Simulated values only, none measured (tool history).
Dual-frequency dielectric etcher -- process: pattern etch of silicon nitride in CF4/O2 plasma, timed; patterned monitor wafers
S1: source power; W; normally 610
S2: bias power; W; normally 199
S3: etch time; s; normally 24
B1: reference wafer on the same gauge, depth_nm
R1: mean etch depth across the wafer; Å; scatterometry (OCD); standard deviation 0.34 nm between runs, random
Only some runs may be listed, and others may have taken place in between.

run,hour,S1,S2,S3,B1,R1
1,0,610,199,24,61.4,581
2,6.2,610,199,24,61.4,580
# hour 11.7: bias power generator calibrated
# hour 19.3: gauge calibrated
3,22.6,610,199,24,61.5,581
4,32.3,610,199,24,61.5,579
5,40.5,610,199,24,61.6,579
6,56.6,610,199,24,61.5,580
7,72.3,610,199,24,61.6,577
# hour 132: upper electrode replaced
8,132.5,610,199,24,61.5,575
9,135.1,690,199,28,61.7,719
10,143.8,610,199,24,61.4,571
11,156.1,510,171,24,61.4,469
12,172.5,610,199,24,61.3,575
13,188.3,610,199,24,61.5,567
14,204.9,680,155,17.5,61.4,377
15,222.2,490,199,22,61.7,458
# hour 253.6: wet clean of the chamber
# hour 255.7: source power generator calibrated
16,256.2,610,199,24,61.4,597
17,256.6,730,199,24,61.4,664
18,258.2,470,180,18,61.5,366
19,271.5,460,220,24,61.4,535
20,279.4,550,233,24,61.5,612
21,286.4,690,232,28,61.6,827
22,301.5,610,220,24,61.5,631
23,313.2,570,224,20,61.5,510
24,330,470,171,28.5,61.5,547
25,338.4,610,172,24,61.5,547
26,345.9,560,183,21.5,61.6,476
27,360.1,610,199,20.5,61.5,504
28,383.4,520,159,18.5,61.6,364
29,392,470,199,24,61.5,507
30,399.9,490,199,22,61.5,474
31,415.1,730,171,29,61.5,728

Branching from run 31: 3 alternative next runs. What would each branch give?
A,415.5,490,199,24,?,?
B,415.5,500,222,19,?,?
C,415.5,710,199,27.5,?,?

run,B1,R1
A,61.6,517
B,61.6,442
C,61.6,740
With no hidden state in the tool, these same runs would have given:
run,R1
A,526
B,449
C,753
